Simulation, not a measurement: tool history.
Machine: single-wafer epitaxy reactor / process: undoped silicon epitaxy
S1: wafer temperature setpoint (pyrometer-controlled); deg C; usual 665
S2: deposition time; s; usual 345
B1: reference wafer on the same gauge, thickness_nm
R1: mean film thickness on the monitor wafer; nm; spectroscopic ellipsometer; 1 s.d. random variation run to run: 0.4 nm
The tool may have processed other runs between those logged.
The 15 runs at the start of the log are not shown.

run,hour,S1,S2,B1,R1
# hour 669.3: pyrometer calibrated
16,669.8,665,345,71.604,83.918
17,721.5,654,295,71.617,54.356
18,772.3,676,387,71.602,121.516
19,814.6,657,391,71.646,78.042
20,849.5,679,290,71.544,98.026
21,905.7,665,345,71.618,82.575
22,947.8,665,345,71.649,84.200
23,1008.4,673,281,71.532,81.645
24,1094.0,665,345,71.573,82.988
# hour 1149.2: gauge calibrated
25,1201.6,665,345,71.585,82.999
26,1231.1,665,345,71.590,82.860
27,1274.7,672,411,71.623,117.505
28,1338.6,671,366,71.547,101.953

Forecast run 29:
29,1384.2,665,399,?,?

B1: 71.584
R1: 96.333 nm
Minus the tool's unlogged condition, the same run would have read R1 96.246 nm.
